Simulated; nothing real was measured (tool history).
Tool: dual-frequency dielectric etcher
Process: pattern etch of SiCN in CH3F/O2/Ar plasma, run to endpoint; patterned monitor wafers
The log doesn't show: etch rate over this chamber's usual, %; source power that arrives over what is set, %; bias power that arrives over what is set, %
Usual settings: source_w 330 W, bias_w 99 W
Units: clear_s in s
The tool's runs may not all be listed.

run,hour,source_w,bias_w,wafers since the last listed run,hours since the last wet clean,hours since the last source power generator calibration,hours since the last bias power generator calibration,hours since the last upper electrode change,"incoming incoming film thickness, nm",clear_s
1,0,330,99,0,348,3775.8,1714.4,1774.7,9.19,25.7
2,11.5,310,106,143,359.5,3787.3,1725.9,1786.2,9.33,25.8
3,24.7,310,106,164,372.7,3800.5,1739.1,1799.4,9.23,25.5
4,37.9,330,99,164,385.9,3813.7,1752.3,1812.6,9.38,26
5,53.5,330,99,194,401.5,3829.3,1767.9,1828.2,9.25,25.8
6,70.1,330,99,206,418.1,3845.9,1784.5,1844.8,9.29,26.2
7,81.8,330,99,145,429.8,3857.6,1796.2,1856.5,9.19,25.9
# hour 116.9: wet clean of the chamber
8,117.4,330,99,144,0.5,3893.2,1831.8,1892.1,9.25,24.8
9,117.8,330,99,4,0.9,3893.6,1832.2,1892.5,9.37,25
10,118.1,330,99,3,1.2,3893.9,1832.5,1892.8,9.35,24.8
11,130.2,330,104,150,13.3,3906,1844.6,1904.9,9.33,24.3
12,140.6,330,104,129,23.7,3916.4,1855,1915.3,9.38,24.4
# hour 155.5: source power generator calibrated
13,156,330,99,142,39.1,0.5,1870.4,1930.7,9.32,24.9
# hour 180.1: upper electrode replaced
14,180.6,360,111,7,63.7,25.1,1895,0.5,9.28,23.4
15,180.9,330,76,3,64,25.4,1895.3,0.8,9.28,27.2
16,189.7,290,105,109,72.8,34.2,1904.1,9.6,9.29,25.2
17,201.7,410,116,149,84.8,46.2,1916.1,21.6,9.3,22.6
18,214.5,330,99,159,97.6,59,1928.9,34.4,9.34,25.2
19,226.6,380,88,150,109.7,71.1,1941,46.5,9.35,25.3
20,243.1,280,76,205,126.2,87.6,1957.5,63,9.28,28.2
# hour 257.3: bias power generator calibrated
21,259.9,300,89,159,143,104.4,2.6,79.8,9.28,26.6
22,275.2,330,99,190,158.3,119.7,17.9,95.1,9.3,25.2
23,288.4,300,99,164,171.5,132.9,31.1,108.3,9.3,25.6
24,303.2,330,99,184,186.3,147.7,45.9,123.1,9.32,25.1
25,315.2,330,99,149,198.3,159.7,57.9,135.1,9.25,25
26,325.3,330,99,125,208.4,169.8,68,145.2,9.32,25.3
27,341.5,290,99,201,224.6,186,84.2,161.4,9.36,26

Forecast each of these 3 alternatives for the next run:
A,341.9,330,99,4,225,186.4,84.6,161.8,9.24,?
B,341.9,360,123,4,225,186.4,84.6,161.8,9.24,?
C,341.9,290,77,4,225,186.4,84.6,161.8,9.24,?

run,clear_s
A,25.1
B,22.9
C,27.9
Without the tool's hidden state the same runs would have given:
run,clear_s
A,24.8
B,22.6
C,27.5

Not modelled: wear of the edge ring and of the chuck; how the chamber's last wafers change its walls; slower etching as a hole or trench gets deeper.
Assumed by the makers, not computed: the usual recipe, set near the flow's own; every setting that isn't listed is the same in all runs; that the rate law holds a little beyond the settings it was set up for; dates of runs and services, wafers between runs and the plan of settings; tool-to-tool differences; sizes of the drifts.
